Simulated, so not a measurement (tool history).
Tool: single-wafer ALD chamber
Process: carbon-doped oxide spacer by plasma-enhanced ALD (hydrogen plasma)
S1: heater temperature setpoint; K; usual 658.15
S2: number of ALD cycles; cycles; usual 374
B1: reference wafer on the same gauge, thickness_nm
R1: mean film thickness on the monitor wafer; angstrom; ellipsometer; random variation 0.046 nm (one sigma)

| run | hour | S1 | S2 | B1 | R1 |
|---|---|---|---|---|---|
| 1 | 0.0 | 658.15 | 336 | 16.399 | 166.35 |
| 2 | 68.1 | 658.15 | 336 | 16.388 | 166.42 |
| 3 | 91.1 | 658.15 | 336 | 16.402 | 166.28 |
| 4 | 113.0 | 651.15 | 374 | 16.403 | 184.87 |
| 5 | 144.4 | 658.15 | 412 | 16.399 | 204.78 |
| 6 | 160.6 | 658.15 | 374 | 16.393 | 185.18 |
| 7 | 181.1 | 658.15 | 374 | 16.401 | 185.42 |
| 8 | 198.7 | 658.15 | 374 | 16.410 | 185.92 |
| 9 | 228.1 | 658.15 | 374 | 16.408 | 185.88 |
| 10 | 257.1 | 658.15 | 374 | 16.419 | 185.94 |
| 11 | 274.1 | 658.15 | 374 | 16.407 | 185.97 |
| 12 | 306.5 | 658.15 | 374 | 16.402 | 185.11 |
| 13 | 332.4 | 658.15 | 374 | 16.397 | 185.62 |
|  | 358.6 | thermocouple changed; heater temperature recalibrated |
| 14 | 360.3 | 668.15 | 374 | 16.410 | 184.87 |
| 15 | 410.5 | 668.15 | 374 | 16.391 | 185.48 |
| 16 | 423.7 | 654.15 | 374 | 16.404 | 185.47 |
| 17 | 451.9 | 667.15 | 411 | 16.397 | 203.61 |
| 18 | 467.0 | 667.15 | 411 | 16.401 | 203.82 |
| 19 | 482.5 | 649.15 | 374 | 16.406 | 184.81 |
| 20 | 511.0 | 649.15 | 374 | 16.408 | 185.17 |
| 21 | 524.8 | 658.15 | 374 | 16.404 | 184.55 |
| 22 | 540.3 | 672.15 | 336 | 16.412 | 166.12 |
| 23 | 566.1 | 666.15 | 343 | 16.410 | 169.53 |
|  | 585.9 | gauge calibrated |
| 24 | 667.1 | 658.15 | 374 | 16.407 | 185.52 |
| 25 | 698.4 | 658.15 | 374 | 16.411 | 185.46 |
| 26 | 732.2 | 653.15 | 374 | 16.406 | 185.17 |
| 27 | 758.0 | 650.15 | 306 | 16.398 | 151.79 |
| 28 | 791.6 | 658.15 | 374 | 16.412 | 185.64 |
| 29 | 807.2 | 667.15 | 411 | 16.399 | 204.52 |
| 30 | 839.0 | 668.15 | 437 | 16.394 | 217.71 |
| 31 | 869.2 | 671.15 | 327 | 16.400 | 163.29 |
| 32 | 889.0 | 658.15 | 374 | 16.399 | 185.92 |
| 33 | 901.7 | 644.15 | 324 | 16.406 | 161.09 |
| 34 | 930.3 | 648.15 | 394 | 16.399 | 194.50 |
| 35 | 958.6 | 658.15 | 374 | 16.398 | 184.93 |
| 36 | 973.7 | 653.15 | 442 | 16.392 | 219.61 |
| 37 | 1006.6 | 647.15 | 331 | 16.394 | 164.76 |
| 38 | 1033.9 | 673.15 | 413 | 16.404 | 204.48 |
| 39 | 1064.7 | 647.15 | 432 | 16.402 | 214.55 |
| 40 | 1078.3 | 648.15 | 448 | 16.392 | 222.54 |
| 41 | 1102.1 | 665.15 | 327 | 16.405 | 161.99 |
| 42 | 1131.5 | 664.15 | 374 | 16.396 | 184.92 |
| 43 | 1144.2 | 658.15 | 374 | 16.401 | 185.63 |

Forecast each of these 4 alternatives for the next run:
| A | 1145.2 | 658.15 | 430 | ? | ? |
| B | 1145.2 | 647.15 | 406 | ? | ? |
| C | 1145.2 | 647.15 | 374 | ? | ? |
| D | 1145.2 | 651.15 | 317 | ? | ? |

| run | B1 | R1 |
|---|---|---|
| A | 16.407 | 213.79 |
| B | 16.407 | 201.86 |
| C | 16.407 | 185.95 |
| D | 16.407 | 157.61 |
Without the tool's hidden state the same runs would have given:
| run | R1 |
|---|---|
| A | 213.79 |
| B | 201.86 |
| C | 185.95 |
| D | 157.61 |

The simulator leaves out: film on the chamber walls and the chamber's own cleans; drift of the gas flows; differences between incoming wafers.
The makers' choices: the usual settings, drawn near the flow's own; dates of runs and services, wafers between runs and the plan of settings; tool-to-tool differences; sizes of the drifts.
